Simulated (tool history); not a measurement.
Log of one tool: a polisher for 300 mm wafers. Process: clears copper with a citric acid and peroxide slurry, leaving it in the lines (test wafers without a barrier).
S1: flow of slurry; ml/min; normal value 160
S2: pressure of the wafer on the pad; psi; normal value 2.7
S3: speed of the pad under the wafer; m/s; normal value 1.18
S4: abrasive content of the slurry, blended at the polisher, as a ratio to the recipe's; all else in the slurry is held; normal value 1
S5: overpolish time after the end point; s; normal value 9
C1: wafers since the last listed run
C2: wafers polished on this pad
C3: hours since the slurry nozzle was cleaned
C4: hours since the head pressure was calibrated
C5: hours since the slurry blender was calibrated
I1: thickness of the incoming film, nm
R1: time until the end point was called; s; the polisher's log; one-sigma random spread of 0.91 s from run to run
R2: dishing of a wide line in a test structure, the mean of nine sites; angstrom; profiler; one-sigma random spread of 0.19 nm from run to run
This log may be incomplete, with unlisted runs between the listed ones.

run 1 hour=0 | S1=190 S2=2.7 S3=1.18 S4=1 S5=9 | C1=0 C2=978 C3=306.6 C4=933.7 C5=293.5 | I1=203.6 | R1=70.3 R2=150
run 2 hour=9.2 | S1=190 S2=2.7 S3=1.18 S4=1 S5=9 | C1=101 C2=1079 C3=315.8 C4=942.9 C5=302.7 | I1=198.8 | R1=66.1 R2=151
-- hour=19.5 worn pad replaced by a new one
run 3 hour=25.8 | S1=190 S2=2.7 S3=1.18 S4=1 S5=9 | C1=138 C2=69 C3=332.4 C4=959.5 C5=319.3 | I1=200 | R1=67.8 R2=148
run 4 hour=40.2 | S1=160 S2=2.7 S3=1.52 S4=1 S5=9 | C1=158 C2=228 C3=346.8 C4=973.9 C5=333.7 | I1=200.7 | R1=53.9 R2=176
run 5 hour=92.7 | S1=160 S2=2.7 S3=1.52 S4=1 S5=9 | C1=577 C2=805 C3=399.3 C4=1026.4 C5=386.2 | I1=201.9 | R1=53.6 R2=178
run 6 hour=101.5 | S1=160 S2=2.7 S3=1.18 S4=1 S5=9 | C1=96 C2=902 C3=408.1 C4=1035.2 C5=395 | I1=202.9 | R1=69.1 R2=147
run 7 hour=111.6 | S1=160 S2=2.7 S3=1.18 S4=1 S5=9 | C1=111 C2=1013 C3=418.2 C4=1045.3 C5=405.1 | I1=198.1 | R1=70.4 R2=146
-- hour=123 worn pad replaced by a new one
run 8 hour=128.3 | S1=160 S2=2.7 S3=1.18 S4=1 S5=9 | C1=139 C2=58 C3=434.9 C4=1062 C5=421.8 | I1=195.9 | R1=65.8 R2=147
run 9 hour=134.9 | S1=160 S2=2.7 S3=1.18 S4=1 S5=9 | C1=72 C2=130 C3=441.5 C4=1068.6 C5=428.4 | I1=197.9 | R1=69.9 R2=148
-- hour=148.8 slurry blender recalibrated
run 10 hour=149.3 | S1=160 S2=3 S3=1.18 S4=1 S5=9 | C1=136 C2=267 C3=455.9 C4=1083 C5=0.5 | I1=199.1 | R1=68.7 R2=148
run 11 hour=153.6 | S1=160 S2=3 S3=1.18 S4=1 S5=9 | C1=47 C2=314 C3=460.2 C4=1087.3 C5=4.8 | I1=201.1 | R1=68.8 R2=149
run 12 hour=166.6 | S1=160 S2=3.1 S3=1.18 S4=1 S5=9 | C1=143 C2=457 C3=473.2 C4=1100.3 C5=17.8 | I1=200.4 | R1=68.6 R2=153
-- hour=175.9 slurry nozzle cleaned
run 13 hour=183.8 | S1=130 S2=2.7 S3=1.56 S4=0.75 S5=9 | C1=178 C2=635 C3=7.9 C4=1117.5 C5=35 | I1=199.8 | R1=63.2 R2=159
-- hour=204 slurry blender recalibrated, repeated, since the last time left the tool worse
-- hour=214.9 worn pad replaced by a new one
run 14 hour=215.4 | S1=160 S2=3.2 S3=0.94 S4=1 S5=9 | C1=281 C2=5 C3=39.5 C4=1149.1 C5=11.4 | I1=202 | R1=74.5 R2=143
run 15 hour=225.5 | S1=140 S2=2.7 S3=1.18 S4=1.15 S5=13 | C1=111 C2=116 C3=49.6 C4=1159.2 C5=21.5 | I1=197.1 | R1=63.8 R2=198
run 16 hour=241.9 | S1=160 S2=3 S3=1.54 S4=1.1 S5=12 | C1=180 C2=297 C3=66 C4=1175.6 C5=37.9 | I1=197.9 | R1=46 R2=236
-- hour=251.6 head pressure recalibrated
run 17 hour=255.3 | S1=205 S2=2.7 S3=1.18 S4=1.15 S5=9 | C1=125 C2=422 C3=79.4 C4=3.7 C5=51.3 | I1=200.4 | R1=62.6 R2=160
run 18 hour=271.8 | S1=110 S2=2.7 S3=1.18 S4=1 S5=4 | C1=181 C2=604 C3=95.9 C4=20.2 C5=67.8 | I1=199.7 | R1=68.6 R2=72
run 19 hour=280.5 | S1=160 S2=2.7 S3=1.18 S4=1 S5=9 | C1=95 C2=699 C3=104.6 C4=28.9 C5=76.5 | I1=201.9 | R1=68.7 R2=153
run 20 hour=297 | S1=205 S2=2.7 S3=1.18 S4=1.15 S5=9 | C1=181 C2=881 C3=121.1 C4=45.4 C5=93 | I1=201.1 | R1=63.1 R2=159
run 21 hour=306 | S1=205 S2=2.7 S3=1.18 S4=1.1 S5=9 | C1=99 C2=980 C3=130.1 C4=54.4 C5=102 | I1=198.9 | R1=63.9 R2=157
run 22 hour=314.9 | S1=160 S2=3.1 S3=1.18 S4=1 S5=9 | C1=97 C2=1078 C3=139 C4=63.3 C5=110.9 | I1=197.9 | R1=60.8 R2=162

3 ways to go on from here, each from the tool as it stands after run 22. What would each give?
run A hour=315.3 | S1=160 S2=2.7 S3=1.18 S4=1 S5=9 | C1=4 C2=1082 C3=139.4 C4=63.7 C5=111.3 | I1=197.1 | R1=? R2=?
run B hour=315.3 | S1=190 S2=2.7 S3=1.18 S4=1 S5=14 | C1=4 C2=1082 C3=139.4 C4=63.7 C5=111.3 | I1=197.1 | R1=? R2=?
run C hour=315.3 | S1=160 S2=2.7 S3=1.18 S4=1.15 S5=9 | C1=4 C2=1082 C3=139.4 C4=63.7 C5=111.3 | I1=197.1 | R1=? R2=?

run=A R1=66.1 R2=153
run=B R1=64.7 R2=213
run=C R1=64 R2=157
The same runs, with their run-to-run variation unchanged, on a tool lacking any hidden condition would have given:
run=A R1=64.1 R2=156
run=B R1=62.7 R2=217
run=C R1=62 R2=160
